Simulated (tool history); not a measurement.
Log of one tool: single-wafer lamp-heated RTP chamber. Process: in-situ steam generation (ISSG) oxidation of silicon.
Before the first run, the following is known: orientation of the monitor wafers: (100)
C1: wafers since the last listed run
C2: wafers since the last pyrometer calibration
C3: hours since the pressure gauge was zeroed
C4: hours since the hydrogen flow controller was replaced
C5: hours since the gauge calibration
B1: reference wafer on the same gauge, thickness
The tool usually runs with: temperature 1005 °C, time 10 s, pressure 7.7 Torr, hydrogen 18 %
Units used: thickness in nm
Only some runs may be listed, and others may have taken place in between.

run 1 hour=0.0 | temperature=1005 time=10 pressure=7.7 hydrogen=22 | C1=0 C2=1310 C3=2952.1 C4=6790.9 C5=172.6 | B1=3.920 | thickness=4.415
run 2 hour=31.0 | temperature=1005 time=10 pressure=7.7 hydrogen=22 | C1=581 C2=1892 C3=2983.1 C4=6821.9 C5=203.6 | B1=3.924 | thickness=4.395
run 3 hour=50.4 | temperature=1005 time=10 pressure=7.7 hydrogen=22 | C1=364 C2=2256 C3=3002.5 C4=6841.3 C5=223.0 | B1=3.927 | thickness=4.414
run 4 hour=76.5 | temperature=1005 time=10 pressure=7.7 hydrogen=18 | C1=489 C2=2746 C3=3028.6 C4=6867.4 C5=249.1 | B1=3.930 | thickness=4.197
-- hour=85.3 pyrometer window cleaned and pyrometer calibrated
run 5 hour=102.7 | temperature=1005 time=10 pressure=7.7 hydrogen=18 | C1=341 C2=325 C3=3054.8 C4=6893.6 C5=275.3 | B1=3.932 | thickness=4.199
run 6 hour=126.4 | temperature=1005 time=10 pressure=7.7 hydrogen=18 | C1=444 C2=770 C3=3078.5 C4=6917.3 C5=299.0 | B1=3.937 | thickness=4.187
run 7 hour=147.2 | temperature=1005 time=10 pressure=7.7 hydrogen=18 | C1=390 C2=1161 C3=3099.3 C4=6938.1 C5=319.8 | B1=3.940 | thickness=4.198
run 8 hour=167.6 | temperature=1005 time=10 pressure=8.6 hydrogen=12 | C1=382 C2=1544 C3=3119.7 C4=6958.5 C5=340.2 | B1=3.942 | thickness=3.807
run 9 hour=201.1 | temperature=1005 time=10 pressure=8.6 hydrogen=12 | C1=628 C2=2172 C3=3153.2 C4=6992.0 C5=373.7 | B1=3.948 | thickness=3.812
run 10 hour=236.1 | temperature=1005 time=10 pressure=8.6 hydrogen=12 | C1=656 C2=2829 C3=3188.2 C4=7027.0 C5=408.7 | B1=3.957 | thickness=3.815
-- hour=252.9 pyrometer window cleaned and pyrometer calibrated
run 11 hour=269.2 | temperature=1005 time=10 pressure=7.7 hydrogen=18 | C1=471 C2=305 C3=3221.3 C4=7060.1 C5=441.8 | B1=3.964 | thickness=4.215
-- hour=280.6 pressure gauge zeroed
-- hour=301.7 hydrogen flow controller replaced
run 12 hour=302.2 | temperature=990 time=10 pressure=7.7 hydrogen=15 | C1=319 C2=624 C3=21.6 C4=0.5 C5=474.8 | B1=3.975 | thickness=3.847
run 13 hour=324.3 | temperature=1020 time=10 pressure=8.6 hydrogen=18 | C1=414 C2=1039 C3=43.7 C4=22.6 C5=496.9 | B1=3.978 | thickness=4.462
run 14 hour=351.6 | temperature=1005 time=10 pressure=7.7 hydrogen=18 | C1=512 C2=1551 C3=71.0 C4=49.9 C5=524.2 | B1=3.988 | thickness=4.242
run 15 hour=370.8 | temperature=1005 time=10 pressure=7.7 hydrogen=18 | C1=360 C2=1911 C3=90.2 C4=69.1 C5=543.4 | B1=3.993 | thickness=4.244
run 16 hour=384.8 | temperature=1005 time=10 pressure=8.7 hydrogen=11 | C1=262 C2=2174 C3=104.2 C4=83.1 C5=557.4 | B1=3.997 | thickness=3.788
-- hour=401.7 pyrometer window cleaned and pyrometer calibrated
run 17 hour=402.2 | temperature=1005 time=10 pressure=7.7 hydrogen=18 | C1=176 C2=8 C3=121.6 C4=100.5 C5=574.8 | B1=4.001 | thickness=4.277
-- hour=412.2 gauge calibrated
run 18 hour=427.1 | temperature=1005 time=10 pressure=7.7 hydrogen=12 | C1=467 C2=476 C3=146.5 C4=125.4 C5=14.9 | B1=3.926 | thickness=3.790
run 19 hour=450.1 | temperature=1005 time=12 pressure=7.7 hydrogen=18 | C1=431 C2=907 C3=169.5 C4=148.4 C5=37.9 | B1=3.924 | thickness=4.527
run 20 hour=478.3 | temperature=994 time=9 pressure=8.7 hydrogen=12 | C1=529 C2=1437 C3=197.7 C4=176.6 C5=66.1 | B1=3.927 | thickness=3.499
run 21 hour=511.5 | temperature=1005 time=10 pressure=7.7 hydrogen=18 | C1=623 C2=2060 C3=230.9 C4=209.8 C5=99.3 | B1=3.928 | thickness=4.164
run 22 hour=538.6 | temperature=1005 time=10 pressure=7.7 hydrogen=26 | C1=508 C2=2569 C3=258.0 C4=236.9 C5=126.4 | B1=3.928 | thickness=4.618

Forecast each of these 5 alternatives for the next run:
run A hour=539.0 | temperature=1005 time=10 pressure=9.1 hydrogen=18 | C1=7 C2=2576 C3=258.4 C4=237.3 C5=126.8 | B1=? | thickness=?
run B hour=539.0 | temperature=1005 time=7 pressure=8.6 hydrogen=22 | C1=7 C2=2576 C3=258.4 C4=237.3 C5=126.8 | B1=? | thickness=?
run C hour=539.0 | temperature=1016 time=11 pressure=8.7 hydrogen=14 | C1=7 C2=2576 C3=258.4 C4=237.3 C5=126.8 | B1=? | thickness=?
run D hour=539.0 | temperature=1014 time=10 pressure=7.7 hydrogen=18 | C1=7 C2=2576 C3=258.4 C4=237.3 C5=126.8 | B1=? | thickness=?
run E hour=539.0 | temperature=1022 time=6 pressure=9.1 hydrogen=25 | C1=7 C2=2576 C3=258.4 C4=237.3 C5=126.8 | B1=? | thickness=?

run=A B1=3.928 thickness=4.167
run=B B1=3.928 thickness=3.795
run=C B1=3.928 thickness=4.277
run=D B1=3.928 thickness=4.329
run=E B1=3.928 thickness=3.849
Stripped of hidden state, with their random variation kept, the same runs would have yielded:
run=A thickness=4.157
run=B thickness=3.785
run=C thickness=4.266
run=D thickness=4.318
run=E thickness=3.839
